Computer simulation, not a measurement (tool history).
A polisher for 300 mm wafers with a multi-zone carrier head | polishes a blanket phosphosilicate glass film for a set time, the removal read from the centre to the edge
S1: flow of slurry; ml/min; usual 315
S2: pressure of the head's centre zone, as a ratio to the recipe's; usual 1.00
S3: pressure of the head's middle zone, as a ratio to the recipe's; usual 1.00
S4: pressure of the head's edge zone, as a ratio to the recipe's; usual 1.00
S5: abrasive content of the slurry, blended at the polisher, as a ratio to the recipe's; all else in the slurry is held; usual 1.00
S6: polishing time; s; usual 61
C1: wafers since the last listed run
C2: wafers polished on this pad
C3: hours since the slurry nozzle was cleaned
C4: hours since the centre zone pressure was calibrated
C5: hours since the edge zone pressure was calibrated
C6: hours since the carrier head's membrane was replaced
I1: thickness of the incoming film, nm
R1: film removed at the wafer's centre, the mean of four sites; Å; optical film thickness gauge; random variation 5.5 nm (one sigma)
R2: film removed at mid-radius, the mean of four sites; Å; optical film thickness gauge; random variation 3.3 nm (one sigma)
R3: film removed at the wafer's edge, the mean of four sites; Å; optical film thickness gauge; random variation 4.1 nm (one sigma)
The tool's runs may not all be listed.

| run | hour | S1 | S2 | S3 | S4 | S5 | S6 | C1 | C2 | C3 | C4 | C5 | C6 | I1 | R1 | R2 | R3 |
|---|---|---|---|---|---|---|---|---|---|---|---|---|---|---|---|---|---|
| 1 | 0.0 | 315 | 1.09 | 1.00 | 1.00 | 1.10 | 61 | 0 | 678 | 1.5 | 84.4 | 1444.8 | 631.7 | 2982.0 | 5377 | 4955 | 4982 |
| 2 | 17.9 | 315 | 1.09 | 1.00 | 1.00 | 1.10 | 61 | 175 | 853 | 19.4 | 102.3 | 1462.7 | 649.6 | 2975.1 | 5135 | 4923 | 4897 |
|  | 22.9 | edge zone pressure recalibrated |
| 3 | 25.3 | 315 | 1.00 | 0.97 | 1.00 | 0.90 | 61 | 52 | 906 | 26.8 | 109.7 | 2.4 | 657.0 | 2975.5 | 4359 | 4262 | 4396 |
|  | 35.7 | worn pad replaced by a new one |
| 4 | 40.1 | 315 | 1.00 | 1.00 | 1.00 | 1.00 | 61 | 105 | 43 | 41.6 | 124.5 | 17.2 | 671.8 | 2966.7 | 4887 | 4859 | 4901 |
| 5 | 51.5 | 315 | 1.00 | 1.00 | 1.00 | 1.00 | 61 | 111 | 154 | 53.0 | 135.9 | 28.6 | 683.2 | 2951.5 | 4806 | 4885 | 4883 |
| 6 | 59.6 | 350 | 1.05 | 1.00 | 1.05 | 0.70 | 61 | 79 | 234 | 61.1 | 144.0 | 36.7 | 691.3 | 3001.2 | 3996 | 3785 | 3925 |
| 7 | 71.0 | 315 | 1.05 | 0.96 | 1.00 | 1.00 | 61 | 111 | 345 | 72.5 | 155.4 | 48.1 | 702.7 | 3038.3 | 5072 | 4598 | 4837 |
| 8 | 84.7 | 360 | 1.00 | 1.00 | 1.00 | 1.10 | 61 | 134 | 479 | 86.2 | 169.1 | 61.8 | 716.4 | 3000.3 | 5077 | 5067 | 5088 |
|  | 100.2 | carrier head's membrane replaced by a new one |
| 9 | 102.1 | 315 | 1.00 | 1.00 | 1.00 | 1.00 | 61 | 121 | 601 | 103.6 | 186.5 | 79.2 | 1.9 | 3008.7 | 4794 | 4690 | 4808 |
| 10 | 114.4 | 280 | 1.00 | 1.00 | 1.00 | 1.00 | 44 | 120 | 721 | 115.9 | 198.8 | 91.5 | 14.2 | 2989.0 | 3357 | 3305 | 3331 |
| 11 | 127.7 | 315 | 1.00 | 1.00 | 1.00 | 1.00 | 61 | 130 | 851 | 129.2 | 212.1 | 104.8 | 27.5 | 2969.4 | 4571 | 4552 | 4674 |
| 12 | 143.9 | 315 | 0.94 | 1.06 | 1.00 | 1.00 | 44 | 158 | 1010 | 145.4 | 228.3 | 121.0 | 43.7 | 2948.6 | 3138 | 3346 | 3248 |
| 13 | 153.8 | 315 | 1.00 | 1.00 | 1.00 | 1.00 | 61 | 96 | 1107 | 155.3 | 238.2 | 130.9 | 53.6 | 2947.7 | 4484 | 4416 | 4474 |
| 14 | 160.7 | 315 | 1.00 | 1.00 | 1.00 | 1.00 | 61 | 67 | 1174 | 162.2 | 245.1 | 137.8 | 60.5 | 3006.9 | 4410 | 4340 | 4440 |
|  | 165.2 | worn pad replaced by a new one |
| 15 | 167.2 | 315 | 1.00 | 0.89 | 1.00 | 0.70 | 61 | 24 | 19 | 168.7 | 251.6 | 144.3 | 67.0 | 2956.2 | 3887 | 3515 | 3880 |
| 16 | 184.2 | 410 | 0.95 | 1.00 | 1.00 | 1.00 | 61 | 166 | 185 | 185.7 | 268.6 | 161.3 | 84.0 | 2929.5 | 4932 | 4965 | 5133 |
| 17 | 194.2 | 315 | 1.00 | 1.04 | 1.11 | 0.90 | 61 | 97 | 283 | 195.7 | 278.6 | 171.3 | 94.0 | 3016.1 | 4658 | 4756 | 4867 |
| 18 | 205.1 | 315 | 1.00 | 1.00 | 1.00 | 1.00 | 45 | 106 | 390 | 206.6 | 289.5 | 182.2 | 104.9 | 2963.9 | 3592 | 3602 | 3628 |
| 19 | 218.7 | 315 | 1.00 | 1.00 | 1.00 | 1.00 | 53 | 133 | 523 | 220.2 | 303.1 | 195.8 | 118.5 | 2959.6 | 4267 | 4157 | 4214 |
| 20 | 235.4 | 315 | 1.00 | 1.00 | 1.00 | 0.85 | 61 | 163 | 686 | 236.9 | 319.8 | 212.5 | 135.2 | 2986.6 | 4331 | 4323 | 4355 |
| 21 | 249.3 | 285 | 0.96 | 1.00 | 1.00 | 1.00 | 46 | 136 | 822 | 250.8 | 333.7 | 226.4 | 149.1 | 2993.2 | 3435 | 3520 | 3522 |
| 22 | 258.7 | 360 | 1.00 | 1.00 | 1.00 | 1.10 | 61 | 91 | 914 | 260.2 | 343.1 | 235.8 | 158.5 | 2944.4 | 4878 | 4872 | 5038 |

Forecast each of these 4 alternatives for the next run:
| A | 259.1 | 315 | 1.00 | 1.00 | 1.00 | 0.75 | 61 | 3 | 918 | 260.6 | 343.5 | 236.2 | 158.9 | 2957.5 | ? | ? | ? |
| B | 259.1 | 315 | 1.00 | 1.00 | 1.00 | 1.00 | 40 | 3 | 918 | 260.6 | 343.5 | 236.2 | 158.9 | 2957.5 | ? | ? | ? |
| C | 259.1 | 260 | 1.00 | 1.00 | 1.00 | 1.00 | 61 | 3 | 918 | 260.6 | 343.5 | 236.2 | 158.9 | 2957.5 | ? | ? | ? |
| D | 259.1 | 315 | 1.12 | 1.10 | 1.00 | 1.00 | 61 | 3 | 918 | 260.6 | 343.5 | 236.2 | 158.9 | 2957.5 | ? | ? | ? |

| run | R1 | R2 | R3 |
|---|---|---|---|
| A | 3838 | 3899 | 3878 |
| B | 3029 | 3078 | 3061 |
| C | 4516 | 4598 | 4596 |
| D | 5046 | 5087 | 4662 |
Without the tool's hidden state the same runs would have given:
| run | R1 | R2 | R3 |
|---|---|---|---|
| A | 4095 | 4160 | 4138 |
| B | 3232 | 3284 | 3266 |
| C | 4818 | 4906 | 4904 |
| D | 5384 | 5428 | 4975 |
